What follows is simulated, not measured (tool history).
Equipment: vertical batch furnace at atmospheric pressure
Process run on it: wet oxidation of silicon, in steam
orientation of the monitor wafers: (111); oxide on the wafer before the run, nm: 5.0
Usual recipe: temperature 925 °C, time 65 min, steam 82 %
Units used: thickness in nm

run	hour	temperature	time	steam	read-back reference wafer on the same gauge, thickness	thickness
1	0	925	65	82	282.76	271.43
2	84	925	65	82	283.29	270.77
3	161.9	925	65	82	283.11	271.56
4	233.7	925	65	82	283.08	270.5
5	336.7	925	65	82	282.91	271.49
# hour 380: gauge calibrated
6	420.1	925	65	82	282.98	270.57
7	475.6	907	65	82	283.22	230.09
# hour 521.7: thermocouples replaced and temperature profile calibrated
8	522.2	907	65	82	283.03	229.88
9	603.3	914	65	82	283.07	246.97
10	687.5	914	65	82	282.88	246.46
11	783	925	65	91	282.89	291.08
12	826.8	925	65	91	282.9	292.91
13	899.9	925	65	91	282.84	291.53
14	939	925	65	82	282.89	272.16
15	997	903	33.5	73	283.06	116.54
16	1035.6	925	95.5	82	283.04	357.99
17	1121	937	65	82	283.14	300.37
18	1247	925	91	82	282.91	346.6
19	1341.4	934	88	72	282.69	329.86
20	1484.6	918	96.5	77	283.1	325.77
21	1570.2	935	43	87	283.14	227.65
22	1660.7	925	38.5	82	282.94	181.92
23	1718.1	948	96	93	283.12	466.38
24	1786.2	940	65	82	282.94	305.89
25	1862.7	925	75	82	283.08	300.69
26	1909.3	907	65	82	283.06	229.65
27	2009.5	945	82.5	77	283.1	362.22
28	2116.6	925	65	82	283.02	271.17
29	2189	912	54.5	71	282.8	186.95
# hour 2265.2: gauge calibrated
# hour 2294.3: steam generator serviced
30	2504.5	932	65	82	282.9	288.91
31	2642.4	925	65	82	282.88	272.88
32	2907.6	942	42	82	283.07	227.95
33	2967	925	96.5	82	283.04	363.26
34	3022.8	925	38.5	82	283.09	181.22
35	3097.3	925	65	82	283.09	272.47
36	3182.2	925	65	82	282.98	270.88
37	3251.6	925	65	82	283.22	272.38

Below are 5 alternative next runs, each starting from the tool's condition after run 37. Predict each:
A	3256.7	925	65	82	?	?
B	3256.7	914	39	86	?	?
C	3256.7	925	39	82	?	?
D	3256.7	911	35	82	?	?
E	3256.7	925	65	86	?	?

run	read-back reference wafer on the same gauge, thickness	thickness
A	282.8	269.63
B	282.8	170.03
C	282.8	182.6
D	282.8	145.16
E	282.8	279.31
Take away the tool's hidden state, keep each run's random variation, and the runs would have read:
run	thickness
A	269.63
B	170.03
C	182.6
D	145.16
E	279.31
